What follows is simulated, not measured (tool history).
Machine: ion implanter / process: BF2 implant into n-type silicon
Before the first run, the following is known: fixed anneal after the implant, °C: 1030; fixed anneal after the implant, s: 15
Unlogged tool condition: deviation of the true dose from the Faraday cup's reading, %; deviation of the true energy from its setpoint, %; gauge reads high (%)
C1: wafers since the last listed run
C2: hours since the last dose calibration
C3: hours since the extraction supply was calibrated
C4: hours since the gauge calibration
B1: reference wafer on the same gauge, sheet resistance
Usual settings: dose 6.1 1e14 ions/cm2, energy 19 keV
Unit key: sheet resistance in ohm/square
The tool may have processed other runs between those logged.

Run 1, hour 0: usual settings but dose 5.49 1e14 ions/cm2; C1 0; C2 167.4; C3 6543.7; C4 814.7; B1 253.64. Result: sheet resistance 248.67 ohm/square.
Run 2, hour 40.5: usual settings; C1 1286; C2 207.9; C3 6584.2; C4 855.2; B1 254.09. Result: sheet resistance 230.47 ohm/square.
Run 3, hour 79.1: usual settings; C1 1225; C2 246.5; C3 6622.8; C4 893.8; B1 253.83. Result: sheet resistance 227.72 ohm/square.
At hour 80.7: gauge calibrated.
Run 4, hour 144.4: usual settings; C1 2073; C2 311.8; C3 6688.1; C4 63.7; B1 254.51. Result: sheet resistance 228.41 ohm/square.
Run 5, hour 209.9: usual settings but energy 17.5 keV; C1 2080; C2 377.3; C3 6753.6; C4 129.2; B1 254.35. Result: sheet resistance 235.79 ohm/square.
Run 6, hour 255.1: usual settings but dose 5.63 1e14 ions/cm2; C1 1435; C2 422.5; C3 6798.8; C4 174.4; B1 254.78. Result: sheet resistance 240.24 ohm/square.
Run 7, hour 301.1: usual settings but dose 5.63 1e14 ions/cm2; C1 1460; C2 468.5; C3 6844.8; C4 220.4; B1 253.9. Result: sheet resistance 241.75 ohm/square.
Run 8, hour 355: usual settings; C1 1711; C2 522.4; C3 6898.7; C4 274.3; B1 253.25. Result: sheet resistance 225.66 ohm/square.
At hour 440: Faraday cup replaced and dose calibrated.
Run 9, hour 527.9: usual settings; C1 5236; C2 87.9; C3 7071.6; C4 447.2; B1 254.23. Result: sheet resistance 224.78 ohm/square.
Run 10, hour 596.8: usual settings; C1 2188; C2 156.8; C3 7140.5; C4 516.1; B1 254.1. Result: sheet resistance 220.67 ohm/square.
At hour 621.1: extraction supply calibrated.
At hour 651.5: Faraday cup replaced and dose calibrated, repeated, since the last time left the tool worse.
Run 11, hour 655.7: usual settings; C1 1362; C2 4.2; C3 34.6; C4 575; B1 253.91. Result: sheet resistance 231.79 ohm/square.
Run 12, hour 720.2: usual settings but dose 4.44 1e14 ions/cm2, energy 16 keV; C1 2048; C2 68.7; C3 99.1; C4 639.5; B1 253.8. Result: sheet resistance 302.86 ohm/square.
Run 13, hour 751.2: usual settings but dose 7.88 1e14 ions/cm2, energy 13.5 keV; C1 984; C2 99.7; C3 130.1; C4 670.5; B1 254. Result: sheet resistance 218.59 ohm/square.
Run 14, hour 821.5: usual settings; C1 2232; C2 170; C3 200.4; C4 740.8; B1 253.17. Result: sheet resistance 228.81 ohm/square.
Run 15, hour 879.9: usual settings but energy 24.5 keV; C1 1854; C2 228.4; C3 258.8; C4 799.2; B1 253.72. Result: sheet resistance 217.18 ohm/square.
Run 16, hour 942.1: usual settings but dose 7.6 1e14 ions/cm2; C1 1975; C2 290.6; C3 321; C4 861.4; B1 253.85. Result: sheet resistance 199.85 ohm/square.
Run 17, hour 988.1: usual settings but dose 4.56 1e14 ions/cm2, energy 23 keV; C1 1460; C2 336.6; C3 367; C4 907.4; B1 254.6. Result: sheet resistance 278.31 ohm/square.
At hour 1007.5: gauge calibrated.
Run 18, hour 1016.8: usual settings but dose 7.76 1e14 ions/cm2, energy 24.5 keV; C1 911; C2 365.3; C3 395.7; C4 9.3; B1 253.84. Result: sheet resistance 184.07 ohm/square.
Run 19, hour 1140.2: usual settings but dose 7 1e14 ions/cm2; C1 3918; C2 488.7; C3 519.1; C4 132.7; B1 253.93. Result: sheet resistance 210.2 ohm/square.
Run 20, hour 1187.6: usual settings but dose 6.81 1e14 ions/cm2, energy 23.5 keV; C1 1505; C2 536.1; C3 566.5; C4 180.1; B1 254.14. Result: sheet resistance 201.17 ohm/square.
Run 21, hour 1227.3: usual settings; C1 1260; C2 575.8; C3 606.2; C4 219.8; B1 253.93. Result: sheet resistance 229.15 ohm/square.
At hour 1241.2: Faraday cup replaced and dose calibrated.
Run 22, hour 1284.6: usual settings but dose 6.58 1e14 ions/cm2, energy 23 keV; C1 1565; C2 43.4; C3 663.5; C4 277.1; B1 253.95. Result: sheet resistance 210.03 ohm/square.
Run 23, hour 1317.4: usual settings but energy 13 keV; C1 1041; C2 76.2; C3 696.3; C4 309.9; B1 254.22. Result: sheet resistance 254.98 ohm/square.

Forecast each of these 5 alternatives for the next run:
Run A, hour 1317.8: usual settings but dose 4.85 1e14 ions/cm2; C1 12; C2 76.6; C3 696.7; C4 310.3; B1 ?. Result: sheet resistance ?.
Run B, hour 1317.8: usual settings but dose 7.72 1e14 ions/cm2, energy 21 keV; C1 12; C2 76.6; C3 696.7; C4 310.3; B1 ?. Result: sheet resistance ?.
Run C, hour 1317.8: usual settings but dose 5.04 1e14 ions/cm2; C1 12; C2 76.6; C3 696.7; C4 310.3; B1 ?. Result: sheet resistance ?.
Run D, hour 1317.8: usual settings but energy 24 keV; C1 12; C2 76.6; C3 696.7; C4 310.3; B1 ?. Result: sheet resistance ?.
Run E, hour 1317.8: usual settings but dose 5.63 1e14 ions/cm2, energy 13.5 keV; C1 12; C2 76.6; C3 696.7; C4 310.3; B1 ?. Result: sheet resistance ?.

run      B1  sheet resistance
  A  253.76             274.9
  B  253.76             196.3
  C  253.76            267.16
  D  253.76            222.15
  E  253.76            267.63
What these runs would have given with no unlogged condition in the tool:
run  sheet resistance
  A             275.3
  B            196.52
  C            267.54
  D            222.47
  E            267.96
